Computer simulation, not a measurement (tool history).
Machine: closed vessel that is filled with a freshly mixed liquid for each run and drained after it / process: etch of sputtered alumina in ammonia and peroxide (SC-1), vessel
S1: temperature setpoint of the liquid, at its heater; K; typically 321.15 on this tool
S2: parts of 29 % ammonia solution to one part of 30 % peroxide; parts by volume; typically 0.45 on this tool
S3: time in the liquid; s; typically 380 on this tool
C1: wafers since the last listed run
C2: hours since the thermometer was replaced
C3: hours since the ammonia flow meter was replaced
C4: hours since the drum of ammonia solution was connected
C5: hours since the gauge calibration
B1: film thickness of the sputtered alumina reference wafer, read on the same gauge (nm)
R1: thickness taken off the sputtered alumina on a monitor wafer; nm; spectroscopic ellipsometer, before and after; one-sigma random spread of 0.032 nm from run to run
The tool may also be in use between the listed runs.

run,hour,S1,S2,S3,C1,C2,C3,C4,C5,B1,R1
1,0.0,321.15,0.60,380,0,304.5,451.4,905.4,1469.4,90.00,13.45
2,37.4,321.15,0.60,380,2266,341.9,488.8,942.8,1506.8,90.01,13.37
3,114.9,321.15,0.45,380,4695,419.4,566.3,1020.3,1584.3,90.00,13.03
4,182.5,321.15,0.45,380,4095,487.0,633.9,1087.9,1651.9,89.99,13.04
5,229.9,321.15,0.45,380,2871,534.4,681.3,1135.3,1699.3,90.00,12.99
# hour 239.5: new drum of ammonia solution connected
6,289.2,321.15,0.45,380,3532,593.7,740.6,49.7,1758.6,89.98,12.99
7,329.6,321.15,0.45,555,2447,634.1,781.0,90.1,1799.0,89.99,18.95
8,412.4,321.15,0.45,380,5016,716.9,863.8,172.9,1881.8,89.99,12.98
# hour 532.4: ammonia flow meter replaced
9,549.9,321.15,0.45,380,8270,854.4,17.5,310.4,2019.3,89.98,12.82
10,615.7,321.15,0.45,380,3986,920.2,83.3,376.2,2085.1,90.01,12.82
11,710.0,321.15,0.45,380,5713,1014.5,177.6,470.5,2179.4,89.99,12.74
# hour 760.4: thermometer replaced
12,778.0,321.15,0.45,380,4059,17.6,245.6,538.5,2247.4,90.00,13.11
# hour 834.2: gauge calibrated
13,878.3,321.15,0.45,380,6077,117.9,345.9,638.8,44.1,90.02,13.11
14,986.1,321.15,0.45,380,6531,225.7,453.7,746.6,151.9,90.01,13.03
15,1073.5,312.15,0.60,555,5295,313.1,541.1,834.0,239.3,89.99,11.69
16,1135.2,321.15,0.50,380,3738,374.8,602.8,895.7,301.0,90.03,13.17
17,1173.5,321.15,0.45,380,2320,413.1,641.1,934.0,339.3,89.99,13.02
18,1242.3,321.15,0.45,380,4168,481.9,709.9,1002.8,408.1,90.01,13.00
# hour 1293.9: new drum of ammonia solution connected
19,1297.8,321.15,0.25,380,3302,537.4,765.4,3.9,463.6,89.98,12.24
20,1387.1,321.15,0.25,195,5410,626.7,854.7,93.2,552.9,90.00,6.29
21,1495.0,314.65,0.35,570,6537,734.6,962.6,201.1,660.8,90.03,13.02
# hour 1536.4: ammonia flow meter replaced
22,1550.0,321.15,0.25,170,3271,789.6,13.6,256.1,715.8,89.99,5.43

Forecast run 23:
23,1654.5,321.15,0.45,380,6331,894.1,118.1,360.6,820.3,?,?

Run 23 yielded B1 90.02, R1 12.82 nm.
Take away the tool's hidden state, keep the run-to-run variation as it was, and the same run would have given R1 13.17 nm.

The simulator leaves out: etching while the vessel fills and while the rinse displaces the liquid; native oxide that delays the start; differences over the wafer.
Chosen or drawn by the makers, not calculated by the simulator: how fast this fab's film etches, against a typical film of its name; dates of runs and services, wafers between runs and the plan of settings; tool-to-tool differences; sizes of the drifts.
